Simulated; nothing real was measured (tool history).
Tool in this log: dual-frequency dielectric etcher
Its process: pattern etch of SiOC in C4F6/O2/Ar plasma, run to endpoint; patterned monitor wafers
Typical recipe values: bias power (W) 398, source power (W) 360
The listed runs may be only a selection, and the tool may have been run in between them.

run	hour	bias power (W)	source power (W)	wafers since the last listed run	hours since the last wet clean	hours since the last bias power generator calibration	hours since the last source power generator calibration	hours since the last upper electrode change	incoming incoming film thickness, nm	endpoint time (s)
1	0	478	360	0	367.6	3783.3	4065.1	3882.2	46.74	16.5
2	13.2	478	360	171	380.8	3796.5	4078.3	3895.4	46.65	17.1
3	28.1	398	360	193	395.7	3811.4	4093.2	3910.3	46.7	17.8
4	57.1	398	360	376	424.7	3840.4	4122.2	3939.3	47.06	17.7
5	92.5	398	360	459	460.1	3875.8	4157.6	3974.7	47.28	18
6	121.9	398	360	381	489.5	3905.2	4187	4004.1	46.74	17.8
7	140.9	398	360	246	508.5	3924.2	4206	4023.1	46.96	17.8
8	158.7	398	360	230	526.3	3942	4223.8	4040.9	47.3	18
9	177.2	398	360	239	544.8	3960.5	4242.3	4059.4	47.08	17.9
10	205.8	398	360	370	573.4	3989.1	4270.9	4088	46.86	17.6
# hour 210.3: bias power generator calibrated
11	240.8	398	360	401	608.4	30.5	4305.9	4123	47.29	18
12	258.4	398	360	228	626	48.1	4323.5	4140.6	47.51	18.3
# hour 298.3: wet clean of the chamber
13	298.8	336	360	212	0.5	88.5	4363.9	4181	47.01	18.7
14	304.9	336	360	79	6.6	94.6	4370	4187.1	47.22	19
15	323	370	310	234	24.7	112.7	4388.1	4205.2	47.2	20
16	337.5	453	360	188	39.2	127.2	4402.6	4219.7	47.31	17.5
17	363.3	398	400	334	65	153	4428.4	4245.5	47.34	16.9
# hour 420.1: source power generator calibrated
# hour 459.8: upper electrode replaced
18	460.3	473	300	894	162	250	40.2	0.5	46.92	19
19	472	398	360	151	173.7	261.7	51.9	12.2	46.97	17.7
20	492.9	458	440	270	194.6	282.6	72.8	33.1	47.29	15.3
21	517.5	448	420	318	219.2	307.2	97.4	57.7	46.93	15.9
22	531.6	461	310	182	233.3	321.3	111.5	71.8	47.34	19.2
23	567.5	398	290	465	269.2	357.2	147.4	107.7	47.14	20.5
24	581.3	436	400	178	283	371	161.2	121.5	47	16.6
25	612.1	398	360	399	313.8	401.8	192	152.3	46.9	17.7
26	630.5	458	440	238	332.2	420.2	210.4	170.7	47.53	15.3
27	644.9	467	360	186	346.6	434.6	224.8	185.1	46.91	17
28	677.6	475	430	424	379.3	467.3	257.5	217.8	47.23	15.5

Predict each of these 3 candidate next runs independently; none follows another, all start after run 28:
A	678	398	360	5	379.7	467.7	257.9	218.2	46.94	?
B	678	451	360	5	379.7	467.7	257.9	218.2	46.94	?
C	678	448	300	5	379.7	467.7	257.9	218.2	46.94	?

run	endpoint time (s)
A	17.8
B	17.2
C	19.3
Without the tool's unlogged condition, the same runs would have read:
run	endpoint time (s)
A	17.8
B	17.2
C	19.3

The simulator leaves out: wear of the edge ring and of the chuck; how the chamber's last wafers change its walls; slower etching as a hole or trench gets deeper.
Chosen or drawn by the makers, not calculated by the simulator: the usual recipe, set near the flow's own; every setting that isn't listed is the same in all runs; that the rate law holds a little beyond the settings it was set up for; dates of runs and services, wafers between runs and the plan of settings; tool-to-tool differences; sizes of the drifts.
